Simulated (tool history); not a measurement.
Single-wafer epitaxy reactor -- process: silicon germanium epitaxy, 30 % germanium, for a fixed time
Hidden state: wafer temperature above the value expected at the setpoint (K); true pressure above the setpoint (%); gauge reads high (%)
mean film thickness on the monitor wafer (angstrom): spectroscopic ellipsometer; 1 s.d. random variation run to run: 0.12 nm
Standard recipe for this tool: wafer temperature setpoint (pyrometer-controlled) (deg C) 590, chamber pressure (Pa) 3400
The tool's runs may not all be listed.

| run | day | wafer temperature setpoint (pyrometer-controlled) (deg C) | chamber pressure (Pa) | wafers since the last listed run | hours since the last pyrometer calibration | hours since the last manometer calibration | hours since the showerhead was replaced | hours since the gauge calibration | read-back reference wafer on the same gauge, thickness_nm | mean film thickness on the monitor wafer (angstrom) |
|---|---|---|---|---|---|---|---|---|---|---|
| 1 | 0.000 | 590 | 4080 | 0 | 1703.5 | 1972.8 | 4411.7 | 62.0 | 64.699 | 620.92 |
| 2 | 0.658 | 590 | 4080 | 432 | 1719.3 | 1988.6 | 4427.5 | 77.8 | 64.695 | 620.70 |
| 3 | 1.588 | 581 | 3400 | 610 | 1741.6 | 2010.9 | 4449.8 | 100.1 | 64.716 | 470.18 |
| 4 | 2.175 | 581 | 3400 | 385 | 1755.7 | 2025.0 | 4463.9 | 114.2 | 64.674 | 468.14 |
| 5 | 3.088 | 590 | 3400 | 599 | 1777.6 | 2046.9 | 4485.8 | 136.1 | 64.691 | 571.09 |
| 6 | 3.742 | 590 | 3400 | 429 | 1793.3 | 2062.6 | 4501.5 | 151.8 | 64.661 | 566.71 |
| 7 | 4.279 | 590 | 3400 | 353 | 1806.2 | 2075.5 | 4514.4 | 164.7 | 64.659 | 568.32 |
| 8 | 5.600 | 590 | 3400 | 867 | 1837.9 | 2107.2 | 4546.1 | 196.4 | 64.718 | 568.85 |
| 9 | 6.492 | 595 | 3400 | 585 | 1859.3 | 2128.6 | 4567.5 | 217.8 | 64.707 | 630.23 |
| 10 | 7.842 | 595 | 3400 | 886 | 1891.7 | 2161.0 | 4599.9 | 250.2 | 64.646 | 629.38 |
| 11 | 8.538 | 595 | 3400 | 457 | 1908.4 | 2177.7 | 4616.6 | 266.9 | 64.699 | 629.20 |
|  | 9.004 | showerhead replaced |
| 12 | 9.217 | 590 | 3400 | 227 | 1924.7 | 2194.0 | 5.1 | 283.2 | 64.694 | 566.14 |
| 13 | 10.008 | 590 | 3400 | 520 | 1943.7 | 2213.0 | 24.1 | 302.2 | 64.663 | 564.41 |
| 14 | 10.546 | 590 | 3400 | 353 | 1956.6 | 2225.9 | 37.0 | 315.1 | 64.678 | 566.92 |
| 15 | 11.121 | 594 | 2760 | 377 | 1970.4 | 2239.7 | 50.8 | 328.9 | 64.705 | 555.39 |
| 16 | 12.588 | 599 | 3946 | 963 | 2005.6 | 2274.9 | 86.0 | 364.1 | 64.738 | 735.13 |
| 17 | 13.412 | 604 | 3400 | 541 | 2025.4 | 2294.7 | 105.8 | 383.9 | 64.691 | 755.94 |
| 18 | 14.125 | 590 | 3400 | 468 | 2042.5 | 2311.8 | 122.9 | 401.0 | 64.701 | 565.13 |
| 19 | 15.471 | 575 | 3053 | 884 | 2074.8 | 2344.1 | 155.2 | 433.3 | 64.707 | 387.68 |
| 20 | 16.550 | 596 | 4146 | 708 | 2100.7 | 2370.0 | 181.1 | 459.2 | 64.715 | 704.30 |
|  | 17.408 | capacitance manometer re-zeroed and calibrated |
|  | 17.675 | pyrometer calibrated |
|  | 17.850 | gauge calibrated |
| 21 | 17.892 | 599 | 3120 | 486 | 5.2 | 11.6 | 213.3 | 1.0 | 64.690 | 631.00 |
| 22 | 18.592 | 590 | 3773 | 459 | 22.0 | 28.4 | 230.1 | 17.8 | 64.717 | 573.19 |
| 23 | 19.417 | 605 | 3093 | 541 | 41.8 | 48.2 | 249.9 | 37.6 | 64.696 | 715.56 |
| 24 | 20.621 | 597 | 4013 | 791 | 70.7 | 77.1 | 278.8 | 66.5 | 64.669 | 689.51 |
| 25 | 21.871 | 590 | 4000 | 821 | 100.7 | 107.1 | 308.8 | 96.5 | 64.734 | 597.09 |
| 26 | 24.212 | 603 | 3640 | 1538 | 156.9 | 163.3 | 365.0 | 152.7 | 64.710 | 750.33 |

Some steps in mean film thickness on the monitor wafer (angstrom), run to run, broken into two amounts with sign: the step expected even without the hidden condition (settings, incoming material, random variation), and the rest, left for the hidden condition together with whatever gauge scatter is not in both the measured and the hidden-condition-free result:
Run 17 -> 18: wafer temperature setpoint (pyrometer-controlled) (deg C) 604 -> 590. mean film thickness on the monitor wafer (angstrom) -190.81: hidden state -5.31, all else -185.50.
Run 19 -> 20: wafer temperature setpoint (pyrometer-controlled) (deg C) 575 -> 596, chamber pressure (Pa) 3053 -> 4146. mean film thickness on the monitor wafer (angstrom) +316.62: hidden state +9.56, all else +307.06.
Run 20 -> 21: wafer temperature setpoint (pyrometer-controlled) (deg C) 596 -> 599, chamber pressure (Pa) 4146 -> 3120, capacitance manometer re-zeroed and calibrated, pyrometer calibrated, gauge calibrated. mean film thickness on the monitor wafer (angstrom) -73.30: hidden state -24.01, all else -49.29.

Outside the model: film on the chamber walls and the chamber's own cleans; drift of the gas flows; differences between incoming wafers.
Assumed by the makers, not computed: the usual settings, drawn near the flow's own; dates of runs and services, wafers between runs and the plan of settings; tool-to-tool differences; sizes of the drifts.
